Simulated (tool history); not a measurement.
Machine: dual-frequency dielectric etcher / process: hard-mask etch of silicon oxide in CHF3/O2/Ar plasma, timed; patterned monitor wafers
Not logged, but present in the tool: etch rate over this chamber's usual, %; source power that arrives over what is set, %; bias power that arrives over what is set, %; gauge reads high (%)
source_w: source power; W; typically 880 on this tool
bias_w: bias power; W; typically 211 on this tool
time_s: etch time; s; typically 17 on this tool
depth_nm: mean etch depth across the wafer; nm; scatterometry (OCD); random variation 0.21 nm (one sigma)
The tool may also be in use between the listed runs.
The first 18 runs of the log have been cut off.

run,hour,source_w,bias_w,time_s,wafers since the last listed run,hours since the last wet clean,hours since the last source power generator calibration,hours since the last bias power generator calibration,hours since the last upper electrode change,hours since the gauge calibration,"read-back reference wafer on the same gauge, depth_nm",depth_nm
19,251.1,880,211,17,67,16,7,137.3,52.2,84.2,38.54,37.82
20,264.7,1020,188,17,140,29.6,20.6,150.9,65.8,97.8,38.45,38.78
21,273.8,880,211,17,94,38.7,29.7,160,74.9,106.9,38.52,37.68
22,288.8,820,227,21.5,155,53.7,44.7,175,89.9,121.9,38.53,47.24
23,295,1000,166,15,64,59.9,50.9,181.2,96.1,128.1,38.62,33.88
24,302.8,770,253,19,80,67.7,58.7,189,103.9,135.9,38.56,41.13
25,319.9,1020,257,13,176,84.8,75.8,206.1,121,153,38.46,30.2
26,327.4,750,161,19,77,92.3,83.3,213.6,128.5,160.5,38.49,38.88
27,335.7,700,211,19,85,100.6,91.6,221.9,136.8,168.8,38.57,39.14
28,347.2,880,211,14.5,118,112.1,103.1,233.4,148.3,180.3,38.47,31.72
29,358.7,880,178,17,118,123.6,114.6,244.9,159.8,191.8,38.54,36.39
30,373.4,720,186,17,151,138.3,129.3,259.6,174.5,206.5,38.5,34.48
31,379.4,1030,174,15,62,144.3,135.3,265.6,180.5,212.5,38.56,33.53

Consider 3 possible next runs. They are alternatives, not a sequence: every one starts from the tool as it was left by run 31. What does each give?
A,379.8,880,211,12.5,4,144.7,135.7,266,180.9,212.9,?,?
B,379.8,1030,260,17,4,144.7,135.7,266,180.9,212.9,?,?
C,379.8,1100,246,13.5,4,144.7,135.7,266,180.9,212.9,?,?

run,"read-back reference wafer on the same gauge, depth_nm",depth_nm
A,38.46,27.08
B,38.46,39.45
C,38.46,31.71
With the hidden condition removed and each run's random variation left untouched, the same runs would have given:
run,depth_nm
A,27.37
B,39.88
C,32.05
